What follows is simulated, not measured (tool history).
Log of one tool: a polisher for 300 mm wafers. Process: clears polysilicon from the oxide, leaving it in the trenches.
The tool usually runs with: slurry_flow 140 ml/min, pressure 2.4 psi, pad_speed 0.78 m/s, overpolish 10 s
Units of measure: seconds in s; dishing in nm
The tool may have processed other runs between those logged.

run	hour	slurry_flow	pressure	pad_speed	overpolish	wafers since the last listed run	wafers polished on this pad	hours since the slurry nozzle was cleaned	hours since the head pressure was calibrated	incoming thickness of the incoming film, nm	seconds	dishing
1	0	165	2.4	0.6	10	0	1446	432	520.3	489.1	62.9	35.5
2	7.4	140	2.4	0.78	10	49	1496	439.4	527.7	487.8	51.6	38.5
# hour 16.5: worn pad replaced by a new one
3	17	140	2.9	0.78	10	37	3	449	537.3	482.6	42.6	39.8
4	27.9	140	2.9	0.78	10	73	76	459.9	548.2	495.1	43.3	40
5	42.1	140	2.4	0.78	10	95	171	474.1	562.4	494.4	53	39.5
6	53.7	140	2.4	0.78	10	77	249	485.7	574	492.1	52.5	37.4
7	101	140	2.4	0.78	10	317	567	533	621.3	487.8	53.9	39.3
8	107.1	140	2.4	0.78	10	40	608	539.1	627.4	488.7	53.3	38.4
9	121	160	2.4	0.78	8	93	701	553	641.3	489.8	51.3	36.1
10	131.9	140	2.4	0.78	14	73	774	563.9	652.2	484	51.9	41
11	139.3	140	2.4	0.78	10	49	824	571.3	659.6	483.8	52.6	38.7
12	153.2	140	2.4	0.78	10	93	917	585.2	673.5	488	53.2	38.1
13	160.8	140	2.4	0.78	10	51	968	592.8	681.1	490.9	52.7	37.6
14	175.1	140	2.4	0.66	8	96	1064	607.1	695.4	494.9	60.6	34.6
15	189.4	140	2.4	0.66	8	96	1160	621.4	709.7	482.4	58.9	34.9
# hour 204.9: head pressure recalibrated
16	205.4	175	1.7	0.78	10	94	1254	637.4	0.5	485.4	70	34.7
17	211.6	160	2.9	0.78	10	41	1296	643.6	6.7	497.5	44.5	40.1
18	227.9	115	3.1	0.78	10	109	1406	659.9	23	488.8	43.9	40.6
19	239.7	140	2.4	0.78	10	79	1485	671.7	34.8	485.1	53.7	38.7
# hour 244.9: worn pad replaced by a new one
20	245.8	140	2.4	0.56	7	14	6	677.8	40.9	490.6	68.3	30.9
# hour 249: slurry nozzle cleaned
21	259	140	2.2	0.78	10	81	88	10	54.1	485.4	61.2	36.3
22	268.3	140	2	0.78	15	62	150	19.3	63.4	499.8	69.5	40
23	275.5	165	2.1	0.78	10	48	199	26.5	70.6	480.4	61.9	37.1
24	288.8	175	2.7	0.78	16	89	288	39.8	83.9	484.4	49.9	41.7
25	303.6	140	2.4	0.6	10	99	387	54.6	98.7	485.7	68.1	35.9
26	315.4	140	1.9	0.78	10	79	467	66.4	110.5	499.9	77.6	34
27	330.7	190	2.2	0.78	10	102	569	81.7	125.8	494.6	61	37.5
# hour 334.8: slurry nozzle cleaned, repeated, since the last time left the tool worse
28	337	140	2.4	0.78	10	35	605	2.2	132.1	490.5	50.1	38.4
29	343.7	140	3.1	0.78	10	44	650	8.9	138.8	496.4	38.3	41.1
30	361.3	140	2.4	0.78	10	118	768	26.5	156.4	490.3	50.6	38.9
31	369.4	155	3.1	0.58	12	54	822	34.6	164.5	495.7	47.9	41.8
32	376.2	140	2.4	0.78	10	45	868	41.4	171.3	497.5	50.8	39.4
33	388.3	175	2.4	0.78	10	81	949	53.5	183.4	498.2	49.7	39.5
34	394.9	90	2.4	0.78	10	44	994	60.1	190	480.1	56.7	37.7

Alternative continuations, all from the tool just after run 34; predict every row:
A	395.3	140	2.8	0.78	10	2	996	60.5	190.4	489.2	?	?
B	395.3	140	2.4	0.78	7	2	996	60.5	190.4	489.2	?	?
C	395.3	170	2.4	0.58	10	2	996	60.5	190.4	489.2	?	?
D	395.3	115	2.4	0.98	10	2	996	60.5	190.4	489.2	?	?
E	395.3	140	3	0.78	5	2	996	60.5	190.4	489.2	?	?

run	seconds	dishing
A	44.2	39.7
B	51.6	34.5
C	62.1	36.6
D	45	39.6
E	41.3	33
Take away the tool's hidden state, keep each run's random variation, and the runs would have read:
run	seconds	dishing
A	43.3	39.9
B	50.6	34.8
C	61.1	36.8
D	43.9	39.8
E	40.4	33.3
